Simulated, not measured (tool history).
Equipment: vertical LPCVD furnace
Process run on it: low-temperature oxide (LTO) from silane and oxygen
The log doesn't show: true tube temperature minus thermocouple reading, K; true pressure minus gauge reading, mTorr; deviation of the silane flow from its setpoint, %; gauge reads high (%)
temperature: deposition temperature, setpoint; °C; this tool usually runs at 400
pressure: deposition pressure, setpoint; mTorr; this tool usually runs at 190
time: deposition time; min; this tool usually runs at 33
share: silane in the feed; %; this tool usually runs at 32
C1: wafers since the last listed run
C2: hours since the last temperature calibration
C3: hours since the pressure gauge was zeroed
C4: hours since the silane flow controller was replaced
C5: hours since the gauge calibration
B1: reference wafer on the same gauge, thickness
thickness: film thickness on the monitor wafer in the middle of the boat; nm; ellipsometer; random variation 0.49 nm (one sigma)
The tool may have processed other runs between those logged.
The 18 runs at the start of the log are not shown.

Run 19, hour 1424: usual settings but temperature 396 °C, pressure 215 mTorr, time 37.5 min, share 38 %; C1 388; C2 451.1; C3 256.7; C4 357.8; C5 409.7; B1 161.03. Result: thickness 303.87 nm.
Run 20, hour 1497.2: usual settings but temperature 410 °C, time 43.5 min, share 38 %; C1 618; C2 524.3; C3 329.9; C4 431; C5 482.9; B1 161.38. Result: thickness 363.77 nm.
Run 21, hour 1555.3: usual settings but pressure 170 mTorr, time 38.5 min, share 35 %; C1 491; C2 582.4; C3 388; C4 489.1; C5 541; B1 161.41. Result: thickness 232.12 nm.
Run 22, hour 1637: usual settings but temperature 406 °C, share 29 %; C1 690; C2 664.1; C3 469.7; C4 570.8; C5 622.7; B1 161.52. Result: thickness 183.53 nm.
Run 23, hour 1721: usual settings; C1 710; C2 748.1; C3 553.7; C4 654.8; C5 706.7; B1 161.84. Result: thickness 197.66 nm.
Run 24, hour 1811.5: usual settings but temperature 391 °C, share 27 %; C1 765; C2 838.6; C3 644.2; C4 745.3; C5 797.2; B1 161.93. Result: thickness 137.66 nm.
Run 25, hour 1895.6: usual settings; C1 710; C2 922.7; C3 728.3; C4 829.4; C5 881.3; B1 162.27. Result: thickness 197.9 nm.
Run 26, hour 1988: usual settings; C1 781; C2 1015.1; C3 820.7; C4 921.8; C5 973.7; B1 162.44. Result: thickness 198.22 nm.
Run 27, hour 2092.8: usual settings but time 36.5 min; C1 885; C2 1119.9; C3 925.5; C4 1026.6; C5 1078.5; B1 162.76. Result: thickness 220.14 nm.
Run 28, hour 2145.7: usual settings but pressure 175 mTorr, time 37.5 min; C1 447; C2 1172.8; C3 978.4; C4 1079.5; C5 1131.4; B1 162.8. Result: thickness 208.57 nm.
Run 29, hour 2184.4: usual settings but temperature 390 °C, pressure 215 mTorr, time 27 min; C1 327; C2 1211.5; C3 1017.1; C4 1118.2; C5 1170.1; B1 162.92. Result: thickness 164.07 nm.
Run 30, hour 2222.9: usual settings; C1 325; C2 1250; C3 1055.6; C4 1156.7; C5 1208.6; B1 163.03. Result: thickness 199 nm.
Run 31, hour 2316.5: usual settings but temperature 395 °C, time 22.5 min, share 36 %; C1 791; C2 1343.6; C3 1149.2; C4 1250.3; C5 1302.2; B1 163.22. Result: thickness 150.05 nm.

Branching from run 31: 4 alternative next runs. What would each branch give?
Run A, hour 2321.8: usual settings but temperature 409 °C; C1 44; C2 1348.9; C3 1154.5; C4 1255.6; C5 1307.5; B1 ?. Result: thickness ?.
Run B, hour 2321.8: usual settings but pressure 175 mTorr, share 27 %; C1 44; C2 1348.9; C3 1154.5; C4 1255.6; C5 1307.5; B1 ?. Result: thickness ?.
Run C, hour 2321.8: usual settings but temperature 412 °C, time 22.5 min; C1 44; C2 1348.9; C3 1154.5; C4 1255.6; C5 1307.5; B1 ?. Result: thickness ?.
Run D, hour 2321.8: usual settings but pressure 235 mTorr, share 34 %; C1 44; C2 1348.9; C3 1154.5; C4 1255.6; C5 1307.5; B1 ?. Result: thickness ?.

run      B1  thickness
  A  163.22     221.72
  B  163.22     143.28
  C  163.22     156.37
  D  163.22     268.92
Without the tool's hidden state the same runs would have given:
run  thickness
  A     217.24
  B     140.39
  C     153.21
  D     263.49
